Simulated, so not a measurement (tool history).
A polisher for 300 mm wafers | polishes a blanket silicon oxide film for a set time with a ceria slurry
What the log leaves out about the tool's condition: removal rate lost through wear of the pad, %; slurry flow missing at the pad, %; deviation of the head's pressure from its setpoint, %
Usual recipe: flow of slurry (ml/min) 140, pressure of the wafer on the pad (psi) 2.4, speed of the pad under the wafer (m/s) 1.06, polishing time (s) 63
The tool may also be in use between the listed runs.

run	day	flow of slurry (ml/min)	pressure of the wafer on the pad (psi)	speed of the pad under the wafer (m/s)	polishing time (s)	wafers since the last listed run	wafers polished on this pad	hours since the slurry nozzle was cleaned	hours since the head pressure was calibrated	incoming thickness of the incoming film, nm	film removed (angstrom)
1	0	140	2.4	1.06	63	0	588	169.6	707.4	933.3	1969
2	0.279	140	2.4	1.06	63	58	646	176.3	714.1	941.6	1951
3	0.95	140	2.4	1.06	63	139	785	192.4	730.2	930.3	1946
4	1.225	140	2.4	1.06	63	57	842	199	736.8	934.9	1959
5	1.862	140	2.4	1.06	63	132	975	214.3	752.1	944.7	1939
6	2.471	140	2.2	1.06	63	126	1102	228.9	766.7	957.7	1803
7	2.792	140	2.4	1.06	63	66	1168	236.6	774.4	925	1941
# day 3.308: worn pad replaced by a new one
8	3.425	140	2.4	1.06	63	97	24	251.8	789.6	939.8	1884
9	4.108	140	2.4	1.06	63	142	166	268.2	806	943.5	1903
10	4.708	140	2.4	1.06	63	124	291	282.6	820.4	939.7	1886
11	5.242	140	2.4	1.06	63	110	402	295.4	833.2	953.4	1871
12	5.962	140	2.4	1.06	54	149	552	312.7	850.5	929.6	1596
13	6.467	140	2.4	0.96	63	104	657	324.8	862.6	932	1736
# day 7.079: head pressure recalibrated
14	7.1	140	2.4	0.96	63	114	771	340	0.5	927	1721
# day 7.167: slurry nozzle cleaned
15	7.392	140	2.4	0.96	63	52	823	5.4	7.5	928.4	1906
16	7.962	140	2.4	1.06	63	118	942	19.1	21.2	953.4	2005
17	8.271	140	2.6	1.06	63	64	1006	26.5	28.6	941.7	2133
# day 8.717: worn pad replaced by a new one
18	9.696	110	2.1	0.86	72	261	203	60.7	62.8	935.1	1775
19	10.012	120	2.4	1.06	51	65	269	68.3	70.4	931.8	1580
20	10.442	120	1.6	1.42	75	89	358	78.6	80.7	951.9	2046
21	10.712	140	2.4	1.24	82	56	414	85.1	87.2	933.5	2892
22	11.267	140	2.9	1.06	85	115	530	98.4	100.5	944.4	3144
23	11.583	140	2.4	1.06	63	65	596	106	108.1	935.7	2008
24	12.167	140	2.4	1.06	63	121	717	120	122.1	940.9	1990
25	12.888	140	2.4	1.06	63	149	867	137.3	139.4	952.9	1976
26	13.467	100	2.8	1.06	63	120	987	151.2	153.3	928.8	2144
27	13.771	125	2.6	1.3	70	63	1051	158.5	160.6	957.8	2625
# day 14.283: worn pad replaced by a new one
28	14.354	165	2.1	0.88	46	86	14	172.5	174.6	957.3	1173
29	14.9	125	2.4	0.96	63	113	127	185.6	187.7	922.2	1828
30	15.279	170	2.9	0.84	78	78	206	194.7	196.8	944.3	2547
31	16	140	2.4	1.06	63	149	356	212	214.1	935	1961
32	16.467	140	2.4	1.06	54	97	453	223.2	225.3	945.2	1669

How the hidden state differs across the entries between the runs, from the last listed run before each to the first after it:
From run 7 to run 8: worn pad replaced by a new one (day 3.308)
  slurry flow missing at the pad, %: 26.9 -> 30
  what was measured, less what the result would be without the hidden state, film removed (angstrom): -78 -> -87
From run 13 to run 14: head pressure recalibrated (day 7.079)
  slurry flow missing at the pad, %: 47.6 -> 51.8
  what was measured, less what the result would be without the hidden state, film removed (angstrom): -149 -> -168
From run 14 to run 15: slurry nozzle cleaned (day 7.167)
  slurry flow missing at the pad, %: 51.8 -> 0.797
  what was measured, less what the result would be without the hidden state, film removed (angstrom): -168 -> -2
From run 17 to run 18: worn pad replaced by a new one (day 8.717)
  slurry flow missing at the pad, %: 1.08 -> 2.32
  what was measured, less what the result would be without the hidden state, film removed (angstrom): -3 -> -5
From run 27 to run 28: worn pad replaced by a new one (day 14.283)
  slurry flow missing at the pad, %: 11.3 -> 13.2
  what was measured, less what the result would be without the hidden state, film removed (angstrom): -41 -> -19
